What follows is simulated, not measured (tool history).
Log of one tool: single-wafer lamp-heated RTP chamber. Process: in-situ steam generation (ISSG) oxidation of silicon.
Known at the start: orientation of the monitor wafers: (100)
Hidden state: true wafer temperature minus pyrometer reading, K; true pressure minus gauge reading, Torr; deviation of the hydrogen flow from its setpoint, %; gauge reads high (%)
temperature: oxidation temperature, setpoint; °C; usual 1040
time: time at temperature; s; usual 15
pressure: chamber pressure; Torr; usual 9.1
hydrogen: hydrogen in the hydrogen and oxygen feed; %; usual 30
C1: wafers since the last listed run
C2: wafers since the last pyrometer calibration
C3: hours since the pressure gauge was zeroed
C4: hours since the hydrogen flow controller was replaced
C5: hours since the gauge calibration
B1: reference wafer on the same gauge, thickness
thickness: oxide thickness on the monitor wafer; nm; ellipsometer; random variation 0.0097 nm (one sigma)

{"run": 1, "day": 0.0, "temperature": 1048, "time": 15, "pressure": 9.1, "hydrogen": 30, "C1": 0, "C2": 4772, "C3": 2475.0, "C4": 4691.9, "C5": 104.6, "B1": 7.502, "thickness": 6.821}
{"run": 2, "day": 2.146, "temperature": 1048, "time": 15, "pressure": 9.1, "hydrogen": 30, "C1": 392, "C2": 5164, "C3": 2526.5, "C4": 4743.4, "C5": 156.1, "B1": 7.503, "thickness": 6.839}
{"run": 3, "day": 2.75, "temperature": 1048, "time": 15, "pressure": 9.1, "hydrogen": 30, "C1": 110, "C2": 5275, "C3": 2541.0, "C4": 4757.9, "C5": 170.6, "B1": 7.503, "thickness": 6.809}
{"run": 4, "day": 4.221, "temperature": 1029, "time": 15, "pressure": 9.1, "hydrogen": 30, "C1": 268, "C2": 5544, "C3": 2576.3, "C4": 4793.2, "C5": 205.9, "B1": 7.498, "thickness": 6.224}
{"run": 5, "day": 4.846, "temperature": 1029, "time": 15, "pressure": 9.1, "hydrogen": 30, "C1": 114, "C2": 5658, "C3": 2591.3, "C4": 4808.2, "C5": 220.9, "B1": 7.5, "thickness": 6.221}
{"run": 6, "day": 5.438, "temperature": 1029, "time": 15, "pressure": 9.1, "hydrogen": 30, "C1": 108, "C2": 5766, "C3": 2605.5, "C4": 4822.4, "C5": 235.1, "B1": 7.498, "thickness": 6.23}
{"run": 7, "day": 6.475, "temperature": 1040, "time": 15, "pressure": 9.1, "hydrogen": 30, "C1": 189, "C2": 5955, "C3": 2630.4, "C4": 4847.3, "C5": 260.0, "B1": 7.501, "thickness": 6.56}
{"run": 8, "day": 7.521, "temperature": 1040, "time": 15, "pressure": 9.1, "hydrogen": 30, "C1": 191, "C2": 6147, "C3": 2655.5, "C4": 4872.4, "C5": 285.1, "B1": 7.502, "thickness": 6.588}
{"run": 9, "day": 8.392, "temperature": 1040, "time": 15, "pressure": 9.1, "hydrogen": 30, "C1": 159, "C2": 6306, "C3": 2676.4, "C4": 4893.3, "C5": 306.0, "B1": 7.501, "thickness": 6.588}
{"run": 10, "day": 9.162, "temperature": 1040, "time": 15, "pressure": 9.1, "hydrogen": 30, "C1": 140, "C2": 6446, "C3": 2694.9, "C4": 4911.8, "C5": 324.5, "B1": 7.495, "thickness": 6.562}
{"day": 9.867, "done": "gauge calibrated"}
{"run": 11, "day": 10.35, "temperature": 1040, "time": 15, "pressure": 9.1, "hydrogen": 30, "C1": 216, "C2": 6663, "C3": 2723.4, "C4": 4940.3, "C5": 11.6, "B1": 7.499, "thickness": 6.57}
{"day": 10.862, "done": "hydrogen flow controller replaced"}
{"day": 11.704, "done": "pressure gauge zeroed"}
{"run": 12, "day": 11.725, "temperature": 1029, "time": 18, "pressure": 9.1, "hydrogen": 32, "C1": 129, "C2": 6793, "C3": 0.5, "C4": 20.7, "C5": 44.6, "B1": 7.5, "thickness": 6.918}
{"run": 13, "day": 12.583, "temperature": 1049, "time": 20, "pressure": 9.1, "hydrogen": 30, "C1": 156, "C2": 6950, "C3": 21.1, "C4": 41.3, "C5": 65.2, "B1": 7.496, "thickness": 7.98}
{"run": 14, "day": 13.942, "temperature": 1048, "time": 15, "pressure": 9.1, "hydrogen": 30, "C1": 248, "C2": 7198, "C3": 53.7, "C4": 73.9, "C5": 97.8, "B1": 7.503, "thickness": 6.852}
{"day": 14.3, "done": "pyrometer window cleaned and pyrometer calibrated"}
{"run": 15, "day": 14.479, "temperature": 1040, "time": 12, "pressure": 9.8, "hydrogen": 30, "C1": 37, "C2": 33, "C3": 66.6, "C4": 86.8, "C5": 110.7, "B1": 7.501, "thickness": 5.743}
{"run": 16, "day": 15.875, "temperature": 1040, "time": 15, "pressure": 9.1, "hydrogen": 27, "C1": 255, "C2": 288, "C3": 100.1, "C4": 120.3, "C5": 144.2, "B1": 7.502, "thickness": 6.317}
{"run": 17, "day": 17.104, "temperature": 1040, "time": 15, "pressure": 9.1, "hydrogen": 30, "C1": 224, "C2": 512, "C3": 129.6, "C4": 149.8, "C5": 173.7, "B1": 7.502, "thickness": 6.49}
{"run": 18, "day": 18.254, "temperature": 1032, "time": 21, "pressure": 9.1, "hydrogen": 22, "C1": 210, "C2": 722, "C3": 157.2, "C4": 177.4, "C5": 201.3, "B1": 7.502, "thickness": 6.842}
{"run": 19, "day": 21.05, "temperature": 1034, "time": 15, "pressure": 9.1, "hydrogen": 24, "C1": 510, "C2": 1233, "C3": 224.3, "C4": 244.5, "C5": 268.4, "B1": 7.498, "thickness": 5.968}

Forecast each of these 3 alternatives for the next run:
{"run": "A", "day": 21.067, "temperature": 1040, "time": 11, "pressure": 9.1, "hydrogen": 30, "C1": 3, "C2": 1236, "C3": 224.7, "C4": 244.9, "C5": 268.8, "B1": "?", "thickness": "?"}
{"run": "B", "day": 21.067, "temperature": 1051, "time": 19, "pressure": 9.1, "hydrogen": 32, "C1": 3, "C2": 1236, "C3": 224.7, "C4": 244.9, "C5": 268.8, "B1": "?", "thickness": "?"}
{"run": "C", "day": 21.067, "temperature": 1021, "time": 21, "pressure": 9.1, "hydrogen": 32, "C1": 3, "C2": 1236, "C3": 224.7, "C4": 244.9, "C5": 268.8, "B1": "?", "thickness": "?"}

run=A B1=7.501 thickness=5.597
run=B B1=7.501 thickness=7.840
run=C B1=7.501 thickness=7.077
Without the tool's hidden state the same runs would have given:
run=A thickness=5.582
run=B thickness=7.814
run=C thickness=7.056
